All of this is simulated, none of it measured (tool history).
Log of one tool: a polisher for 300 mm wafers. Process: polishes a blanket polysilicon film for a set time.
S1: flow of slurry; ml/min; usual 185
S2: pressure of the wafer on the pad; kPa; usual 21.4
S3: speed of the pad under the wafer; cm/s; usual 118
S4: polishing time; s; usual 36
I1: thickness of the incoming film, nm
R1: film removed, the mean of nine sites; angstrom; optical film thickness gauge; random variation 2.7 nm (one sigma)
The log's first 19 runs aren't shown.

run	day	S1	S2	S3	S4	I1	R1
20	60.508	185	16.5	118	36	1068.1	2593
# day 65.733: worn pad replaced by a new one
# day 66.621: slurry nozzle cleaned
21	66.683	225	21.4	134	24	1081.3	2585
22	70.646	185	21.4	118	36	1062.3	3340
23	80.35	185	21.4	96	36	1084.5	2639
# day 81.808: head pressure recalibrated
24	82.183	125	25.5	142	39	1059.6	4948
25	85.612	185	21.4	118	36	1096.9	3483
26	97.767	185	21.4	80	36	1064.1	2341
27	100.096	205	21.4	150	23	1075.6	2815
28	103.292	185	21.4	118	36	1078.7	3417
# day 105.325: slurry nozzle cleaned
# day 106.779: worn pad replaced by a new one
29	106.8	220	21.4	118	36	1088.9	3528
30	108.942	125	21.4	118	36	1082.6	3152
31	111.979	235	21.4	118	36	1071.4	3543
32	113.538	240	26.2	94	36	1090.9	3435
33	116.667	125	18.6	152	25	1087.6	2436
34	118.988	150	15.9	118	36	1083.9	2434
35	120.679	185	21.4	118	36	1084.9	3362
# day 127.171: head pressure recalibrated
36	131.154	185	21.4	118	36	1087.4	3432
37	133.846	185	21.4	118	36	1096.2	3460

4 ways to go on from here, each from the tool as it stands after run 37. What would each give?
A	133.862	185	21.4	118	36	1084.3	?
B	133.862	160	21.4	118	36	1084.3	?
C	133.862	215	21.4	94	36	1084.3	?
D	133.862	185	26.9	78	27	1084.3	?

run	R1
A	3414
B	3330
C	2779
D	2129
Without the tool's hidden state the same runs would have given:
run	R1
A	3441
B	3356
C	2802
D	2146
